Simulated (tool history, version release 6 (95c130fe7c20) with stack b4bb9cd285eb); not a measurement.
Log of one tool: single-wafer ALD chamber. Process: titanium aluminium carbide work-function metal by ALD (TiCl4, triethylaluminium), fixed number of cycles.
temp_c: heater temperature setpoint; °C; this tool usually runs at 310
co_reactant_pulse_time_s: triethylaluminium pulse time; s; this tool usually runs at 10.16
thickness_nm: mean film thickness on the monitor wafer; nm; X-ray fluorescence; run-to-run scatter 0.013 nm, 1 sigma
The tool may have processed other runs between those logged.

| run | hour | temp_c | co_reactant_pulse_time_s | wafers since the last listed run | hours since the last thermocouple change | hours since the last triethylaluminium bottle change | hours since the showerhead was replaced | hours since the gauge calibration | read-back reference wafer on the same gauge, thickness_nm | thickness_nm |
|---|---|---|---|---|---|---|---|---|---|---|
| 1 | 0 | 310 | 10.16 | 0 | 1961.7 | 612.1 | 6915.3 | 1421.4 | 2.119 | 2.299 |
| 2 | 39.1 | 310 | 10.16 | 504 | 2000.8 | 651.2 | 6954.4 | 1460.5 | 2.118 | 2.294 |
| 3 | 89.5 | 310 | 11.11 | 650 | 2051.2 | 701.6 | 7004.8 | 1510.9 | 2.118 | 2.303 |
|  | 98.2 | triethylaluminium bottle replaced |
| 4 | 165.7 | 310 | 11.11 | 880 | 2127.4 | 67.5 | 7081 | 1587.1 | 2.115 | 2.276 |
| 5 | 218.3 | 305 | 10.16 | 679 | 2180 | 120.1 | 7133.6 | 1639.7 | 2.118 | 2.258 |
| 6 | 284.6 | 305 | 10.16 | 855 | 2246.3 | 186.4 | 7199.9 | 1706 | 2.113 | 2.227 |
| 7 | 324.3 | 305 | 10.16 | 512 | 2286 | 226.1 | 7239.6 | 1745.7 | 2.111 | 2.245 |
| 8 | 382.1 | 310 | 10.16 | 746 | 2343.8 | 283.9 | 7297.4 | 1803.5 | 2.109 | 2.295 |
| 9 | 460.8 | 310 | 10.16 | 1016 | 2422.5 | 362.6 | 7376.1 | 1882.2 | 2.108 | 2.281 |
| 10 | 502.7 | 310 | 10.16 | 540 | 2464.4 | 404.5 | 7418 | 1924.1 | 2.108 | 2.259 |
| 11 | 589.8 | 310 | 8.95 | 1124 | 2551.5 | 491.6 | 7505.1 | 2011.2 | 2.106 | 2.235 |
|  | 829.5 | gauge calibrated |
|  | 841.2 | triethylaluminium bottle replaced |
| 12 | 892.6 | 310 | 10.16 | 3806 | 2854.3 | 51.4 | 7807.9 | 63.1 | 2.171 | 2.351 |
| 13 | 990.4 | 304 | 6.75 | 1262 | 2952.1 | 149.2 | 7905.7 | 160.9 | 2.165 | 2.19 |
|  | 1014.1 | showerhead replaced |
| 14 | 1055.5 | 310 | 13.55 | 737 | 3017.2 | 214.3 | 41.4 | 226 | 2.161 | 2.363 |
| 15 | 1118 | 322 | 13.34 | 806 | 3079.7 | 276.8 | 103.9 | 288.5 | 2.159 | 2.455 |
|  | 1158.4 | thermocouple changed; heater temperature recalibrated |
| 16 | 1176.4 | 323 | 6.36 | 650 | 18 | 335.2 | 162.3 | 346.9 | 2.154 | 2.371 |
| 17 | 1229.1 | 305 | 10.16 | 680 | 70.7 | 387.9 | 215 | 399.6 | 2.152 | 2.305 |
| 18 | 1267.7 | 302 | 10.16 | 498 | 109.3 | 426.5 | 253.6 | 438.2 | 2.152 | 2.282 |
| 19 | 1326.1 | 306 | 7.38 | 753 | 167.7 | 484.9 | 312 | 496.6 | 2.159 | 2.232 |
| 20 | 1388 | 310 | 10.16 | 799 | 229.6 | 546.8 | 373.9 | 558.5 | 2.156 | 2.32 |
| 21 | 1448.2 | 305 | 10.16 | 777 | 289.8 | 607 | 434.1 | 618.7 | 2.151 | 2.284 |
| 22 | 1528.3 | 302 | 11.41 | 1034 | 369.9 | 687.1 | 514.2 | 698.8 | 2.143 | 2.279 |
|  | 1565.6 | triethylaluminium bottle replaced |
| 23 | 1610.7 | 303 | 10.16 | 960 | 452.3 | 45.1 | 596.6 | 781.2 | 2.144 | 2.262 |
| 24 | 1692.9 | 310 | 10.16 | 1061 | 534.5 | 127.3 | 678.8 | 863.4 | 2.142 | 2.311 |

Predict each of these 5 candidate next runs independently; none follows another, all start after run 24:
| A | 1693.3 | 310 | 10.16 | 5 | 534.9 | 127.7 | 679.2 | 863.8 | ? | ? |
| B | 1693.3 | 304 | 13.59 | 5 | 534.9 | 127.7 | 679.2 | 863.8 | ? | ? |
| C | 1693.3 | 297 | 12.82 | 5 | 534.9 | 127.7 | 679.2 | 863.8 | ? | ? |
| D | 1693.3 | 310 | 13.98 | 5 | 534.9 | 127.7 | 679.2 | 863.8 | ? | ? |
| E | 1693.3 | 295 | 7.57 | 5 | 534.9 | 127.7 | 679.2 | 863.8 | ? | ? |

| run | read-back reference wafer on the same gauge, thickness_nm | thickness_nm |
|---|---|---|
| A | 2.14 | 2.313 |
| B | 2.14 | 2.295 |
| C | 2.14 | 2.225 |
| D | 2.14 | 2.354 |
| E | 2.14 | 2.125 |
With no hidden state in the tool, these same runs would have given:
| run | thickness_nm |
|---|---|
| A | 2.344 |
| B | 2.326 |
| C | 2.255 |
| D | 2.385 |
| E | 2.154 |

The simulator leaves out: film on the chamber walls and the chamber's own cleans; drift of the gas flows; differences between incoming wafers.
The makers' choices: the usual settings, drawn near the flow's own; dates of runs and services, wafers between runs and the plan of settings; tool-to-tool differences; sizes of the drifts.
